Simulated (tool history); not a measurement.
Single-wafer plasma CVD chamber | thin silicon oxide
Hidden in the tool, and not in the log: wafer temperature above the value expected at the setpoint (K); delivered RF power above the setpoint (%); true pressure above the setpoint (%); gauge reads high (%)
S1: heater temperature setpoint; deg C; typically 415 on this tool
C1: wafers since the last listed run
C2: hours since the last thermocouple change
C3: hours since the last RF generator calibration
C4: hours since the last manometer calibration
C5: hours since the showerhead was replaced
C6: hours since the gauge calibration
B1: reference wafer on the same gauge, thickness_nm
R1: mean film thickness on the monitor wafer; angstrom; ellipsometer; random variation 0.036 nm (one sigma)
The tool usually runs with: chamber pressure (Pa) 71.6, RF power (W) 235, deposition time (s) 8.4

Run 1, hour 0: usual settings; C1 0; C2 2233.1; C3 38.6; C4 650.6; C5 6372.6; C6 1937.6; B1 9.632. Result: R1 94.12 angstrom.
Run 2, hour 54.8: usual settings; C1 1655; C2 2287.9; C3 93.4; C4 705.4; C5 6427.4; C6 1992.4; B1 9.621. Result: R1 93.98 angstrom.
Run 3, hour 152.7: usual settings; C1 2958; C2 2385.8; C3 191.3; C4 803.3; C5 6525.3; C6 2090.3; B1 9.608. Result: R1 93.26 angstrom.
At hour 175.7: showerhead replaced.
Run 4, hour 257.7: usual settings; C1 2931; C2 2490.8; C3 296.3; C4 908.3; C5 82; C6 2195.3; B1 9.622. Result: R1 92.97 angstrom.
At hour 298: thermocouple changed; heater temperature recalibrated.
Run 5, hour 325.2: usual settings; C1 1797; C2 27.2; C3 363.8; C4 975.8; C5 149.5; C6 2262.8; B1 9.627. Result: R1 92.73 angstrom.
Run 6, hour 410.1: usual settings; C1 2565; C2 112.1; C3 448.7; C4 1060.7; C5 234.4; C6 2347.7; B1 9.618. Result: R1 92.89 angstrom.
At hour 436.4: capacitance manometer re-zeroed and calibrated.
Run 7, hour 460.4: usual settings but chamber pressure (Pa) 58; C1 1278; C2 162.4; C3 499; C4 24; C5 284.7; C6 2398; B1 9.612. Result: R1 74.42 angstrom.
Run 8, hour 522: usual settings but deposition time (s) 9.98; C1 1861; C2 224; C3 560.6; C4 85.6; C5 346.3; C6 2459.6; B1 9.625. Result: R1 107.56 angstrom.
Run 9, hour 619.2: usual settings but S1 427 deg C, chamber pressure (Pa) 60.3, RF power (W) 270; C1 2937; C2 321.2; C3 657.8; C4 182.8; C5 443.5; C6 2556.8; B1 9.602. Result: R1 85.27 angstrom.
Run 10, hour 686.6: usual settings; C1 2036; C2 388.6; C3 725.2; C4 250.2; C5 510.9; C6 2624.2; B1 9.624. Result: R1 90.75 angstrom.
Run 11, hour 790.9: usual settings but S1 429 deg C, chamber pressure (Pa) 56.4, RF power (W) 195, deposition time (s) 7.08; C1 3151; C2 492.9; C3 829.5; C4 354.5; C5 615.2; C6 2728.5; B1 9.615. Result: R1 51.55 angstrom.
Run 12, hour 855.5: usual settings but RF power (W) 200, deposition time (s) 6.98; C1 1952; C2 557.5; C3 894.1; C4 419.1; C5 679.8; C6 2793.1; B1 9.646. Result: R1 64.5 angstrom.
Run 13, hour 894.2: usual settings; C1 1169; C2 596.2; C3 932.8; C4 457.8; C5 718.5; C6 2831.8; B1 9.605. Result: R1 90.22 angstrom.
Run 14, hour 1001.7: usual settings; C1 3248; C2 703.7; C3 1040.3; C4 565.3; C5 826; C6 2939.3; B1 9.617. Result: R1 90.41 angstrom.
At hour 1026.3: gauge calibrated.
Run 15, hour 1099.6: usual settings but S1 425 deg C, RF power (W) 275; C1 2958; C2 801.6; C3 1138.2; C4 663.2; C5 923.9; C6 73.3; B1 9.599. Result: R1 100.42 angstrom.

Estimate the outcome of run 16 from the log above:
Run 16, hour 1194.5: usual settings; C1 2867; C2 896.5; C3 1233.1; C4 758.1; C5 1018.8; C6 168.2; B1 ?. Result: R1 ?.

Run 16 came out at B1 9.624, R1 89.41 angstrom.
Had the tool carried no hidden state, the very same run would have given R1 91.97 angstrom.
